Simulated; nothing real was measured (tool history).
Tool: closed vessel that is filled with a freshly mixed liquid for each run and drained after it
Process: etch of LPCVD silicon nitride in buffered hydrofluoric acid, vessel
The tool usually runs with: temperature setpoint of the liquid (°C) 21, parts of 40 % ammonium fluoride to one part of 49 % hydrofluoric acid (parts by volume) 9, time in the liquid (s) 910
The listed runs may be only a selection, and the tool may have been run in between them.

| run | day | temperature setpoint of the liquid (°C) | parts of 40 % ammonium fluoride to one part of 49 % hydrofluoric acid (parts by volume) | time in the liquid (s) | read-back film thickness of the LPCVD silicon nitride reference wafer, read on the same gauge (nm) | thickness taken off the LPCVD silicon nitride on a monitor wafer (nm) |
|---|---|---|---|---|---|---|
| 1 | 0 | 21 | 9 | 910 | 39.97 | 13.27 |
| 2 | 2.575 | 21 | 9 | 910 | 40.05 | 13.32 |
| 3 | 4.308 | 21 | 9 | 910 | 39.99 | 13.38 |
| 4 | 7.417 | 21 | 9 | 910 | 39.98 | 13.48 |
| 5 | 10.588 | 21 | 9 | 910 | 40 | 13.46 |
| 6 | 14.808 | 21 | 9 | 910 | 40 | 13.4 |
| 7 | 18.188 | 21 | 9 | 910 | 39.99 | 13.49 |
| 8 | 20.842 | 21 | 9 | 910 | 40.02 | 13.54 |
| 9 | 23.388 | 21 | 9 | 910 | 39.97 | 13.52 |
| 10 | 27.221 | 19.5 | 8 | 910 | 40 | 14.31 |
| 11 | 31.362 | 19.5 | 8 | 910 | 40.01 | 14.35 |
| 12 | 34.5 | 19.5 | 8 | 910 | 39.98 | 14.33 |
| 13 | 36.417 | 18.5 | 9 | 910 | 40.01 | 11.94 |
| 14 | 38.871 | 18.5 | 9 | 910 | 39.99 | 11.95 |
| 15 | 42.567 | 21 | 9 | 910 | 39.98 | 14.03 |
| 16 | 45.183 | 25 | 9 | 740 | 39.97 | 14.09 |
| 17 | 46.929 | 23 | 9 | 515 | 40.01 | 8.74 |
|  | 50.375 | gauge calibrated |
| 18 | 51 | 21 | 9 | 740 | 39.97 | 11.31 |
|  | 52.829 | hydrofluoric acid flow meter replaced |
| 19 | 54.042 | 21 | 9 | 910 | 40.01 | 12.69 |
| 20 | 58.296 | 19 | 9 | 510 | 39.99 | 6.49 |
|  | 60.35 | thermometer replaced |
| 21 | 62.742 | 17.5 | 9 | 465 | 40 | 5.35 |
| 22 | 66.608 | 19.5 | 8 | 1105 | 40.02 | 16.27 |
| 23 | 69.612 | 21 | 9 | 500 | 40 | 7.13 |
| 24 | 71.396 | 24 | 9 | 1150 | 40 | 19.44 |
| 25 | 73.025 | 19.5 | 9 | 635 | 39.98 | 8.34 |
| 26 | 76.2 | 21 | 9 | 910 | 40.02 | 13.13 |
| 27 | 78.883 | 25.5 | 10 | 910 | 39.99 | 15.43 |
| 28 | 81.838 | 21 | 9 | 910 | 40.02 | 13.08 |
| 29 | 85.5 | 24 | 10 | 1260 | 39.98 | 19.77 |
| 30 | 87.825 | 21 | 9 | 1125 | 39.99 | 16.32 |

Predict each of these 3 candidate next runs independently; none follows another, all start after run 30:
| A | 87.862 | 21 | 9 | 675 | ? | ? |
| B | 87.862 | 21 | 9 | 485 | ? | ? |
| C | 87.862 | 18.5 | 9 | 625 | ? | ? |

| run | read-back film thickness of the LPCVD silicon nitride reference wafer, read on the same gauge (nm) | thickness taken off the LPCVD silicon nitride on a monitor wafer (nm) |
|---|---|---|
| A | 40.01 | 9.73 |
| B | 40.01 | 6.99 |
| C | 40.01 | 7.83 |
Without the tool's unlogged condition, the same runs would have read:
| run | thickness taken off the LPCVD silicon nitride on a monitor wafer (nm) |
|---|---|
| A | 9.42 |
| B | 6.77 |
| C | 7.58 |
